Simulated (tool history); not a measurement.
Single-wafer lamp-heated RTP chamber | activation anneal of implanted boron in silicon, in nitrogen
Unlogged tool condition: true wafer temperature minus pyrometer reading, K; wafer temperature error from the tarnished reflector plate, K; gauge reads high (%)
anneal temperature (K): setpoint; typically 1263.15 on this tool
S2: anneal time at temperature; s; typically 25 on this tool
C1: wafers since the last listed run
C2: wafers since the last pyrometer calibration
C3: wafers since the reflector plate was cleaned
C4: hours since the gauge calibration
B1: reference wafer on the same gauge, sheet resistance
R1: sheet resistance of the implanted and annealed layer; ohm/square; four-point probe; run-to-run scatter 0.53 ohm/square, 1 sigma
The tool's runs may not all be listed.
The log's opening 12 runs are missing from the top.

Run 13, hour 294.2: usual settings but S2 22 s; C1 300; C2 930; C3 1336; C4 596.2; B1 186.00. Result: R1 220.06 ohm/square.
Run 14, hour 321.3: usual settings but anneal temperature (K) 1275.15; C1 508; C2 1438; C3 1845; C4 623.3; B1 185.97. Result: R1 216.70 ohm/square.
Run 15, hour 375.3: usual settings but anneal temperature (K) 1275.15; C1 1012; C2 2451; C3 2857; C4 677.3; B1 185.97. Result: R1 215.36 ohm/square.
Run 16, hour 411.0: usual settings but anneal temperature (K) 1275.15; C1 669; C2 3120; C3 3527; C4 713.0; B1 185.92. Result: R1 214.74 ohm/square.
Run 17, hour 428.7: usual settings but anneal temperature (K) 1253.15; C1 331; C2 3452; C3 3859; C4 730.7; B1 185.83. Result: R1 224.66 ohm/square.
Run 18, hour 444.2: usual settings but S2 34 s; C1 290; C2 3743; C3 4150; C4 746.2; B1 185.88. Result: R1 218.95 ohm/square.
Run 19, hour 458.4: usual settings; C1 266; C2 4009; C3 4416; C4 760.4; B1 185.82. Result: R1 219.69 ohm/square.
At hour 497.5: pyrometer window cleaned and pyrometer calibrated.
Run 20, hour 498.0: usual settings but anneal temperature (K) 1248.15, S2 12 s; C1 592; C2 9; C3 5008; C4 800.0; B1 185.83. Result: R1 234.97 ohm/square.
Run 21, hour 516.1: usual settings but anneal temperature (K) 1283.15; C1 339; C2 349; C3 5348; C4 818.1; B1 185.67. Result: R1 213.31 ohm/square.
Run 22, hour 535.6: usual settings; C1 365; C2 714; C3 5714; C4 837.6; B1 185.78. Result: R1 219.20 ohm/square.
Run 23, hour 563.2: usual settings; C1 517; C2 1232; C3 6231; C4 865.2; B1 185.70. Result: R1 219.82 ohm/square.
At hour 589.7: reflector plate cleaned.
Run 24, hour 598.4: usual settings but anneal temperature (K) 1242.15, S2 36 s; C1 510; C2 1742; C3 163; C4 900.4; B1 185.80. Result: R1 231.34 ohm/square.
Run 25, hour 622.1: usual settings but anneal temperature (K) 1282.15, S2 17 s; C1 444; C2 2187; C3 608; C4 924.1; B1 185.80. Result: R1 215.64 ohm/square.
Run 26, hour 648.8: usual settings; C1 500; C2 2687; C3 1109; C4 950.8; B1 185.75. Result: R1 219.56 ohm/square.
Run 27, hour 672.2: usual settings but anneal temperature (K) 1255.15, S2 17 s; C1 438; C2 3126; C3 1547; C4 974.2; B1 185.73. Result: R1 225.22 ohm/square.
Run 28, hour 689.9: usual settings; C1 331; C2 3458; C3 1879; C4 991.9; B1 185.75. Result: R1 219.67 ohm/square.
At hour 705.7: pyrometer window cleaned and pyrometer calibrated.
Run 29, hour 706.5: usual settings but anneal temperature (K) 1242.15; C1 161; C2 14; C3 2041; C4 1008.5; B1 185.75. Result: R1 235.10 ohm/square.
At hour 711.1: gauge calibrated.
Run 30, hour 720.3: usual settings but anneal temperature (K) 1241.15, S2 35 s; C1 258; C2 273; C3 2299; C4 9.2; B1 189.40. Result: R1 236.69 ohm/square.
Run 31, hour 746.7: usual settings but anneal temperature (K) 1290.15, S2 38 s; C1 495; C2 768; C3 2795; C4 35.6; B1 189.15. Result: R1 214.68 ohm/square.
Run 32, hour 779.1: usual settings but anneal temperature (K) 1250.15; C1 607; C2 1376; C3 3402; C4 68.0; B1 188.83. Result: R1 230.10 ohm/square.
Run 33, hour 799.1: usual settings; C1 375; C2 1751; C3 3777; C4 88.0; B1 188.66. Result: R1 222.19 ohm/square.
Run 34, hour 831.7: usual settings but anneal temperature (K) 1272.15; C1 611; C2 2362; C3 4389; C4 120.6; B1 188.37. Result: R1 219.90 ohm/square.
Run 35, hour 845.7: usual settings but S2 30 s; C1 262; C2 2625; C3 4651; C4 134.6; B1 188.32. Result: R1 221.64 ohm/square.
Run 36, hour 868.8: usual settings but anneal temperature (K) 1253.15; C1 433; C2 3058; C3 5084; C4 157.7; B1 188.07. Result: R1 227.96 ohm/square.
Run 37, hour 903.0: usual settings; C1 641; C2 3700; C3 5726; C4 191.9; B1 188.00. Result: R1 222.50 ohm/square.

Consider 4 possible next runs. They are alternatives, not a sequence: every one starts from the tool as it was left by run 37. What does each give?
Run A, hour 903.4: usual settings but anneal temperature (K) 1243.15; C1 7; C2 3707; C3 5733; C4 192.3; B1 ?. Result: R1 ?.
Run B, hour 903.4: usual settings but anneal temperature (K) 1241.15, S2 16 s; C1 7; C2 3707; C3 5733; C4 192.3; B1 ?. Result: R1 ?.
Run C, hour 903.4: usual settings but anneal temperature (K) 1255.15; C1 7; C2 3707; C3 5733; C4 192.3; B1 ?. Result: R1 ?.
Run D, hour 903.4: usual settings but S2 31 s; C1 7; C2 3707; C3 5733; C4 192.3; B1 ?. Result: R1 ?.

run      B1      R1
  A  187.84  235.41
  B  187.84  242.19
  C  187.84  225.68
  D  187.84  220.57
Stripped of hidden state, with their random variation kept, the same runs would have yielded:
run      R1
  A  236.75
  B  243.56
  C  226.96
  D  221.82
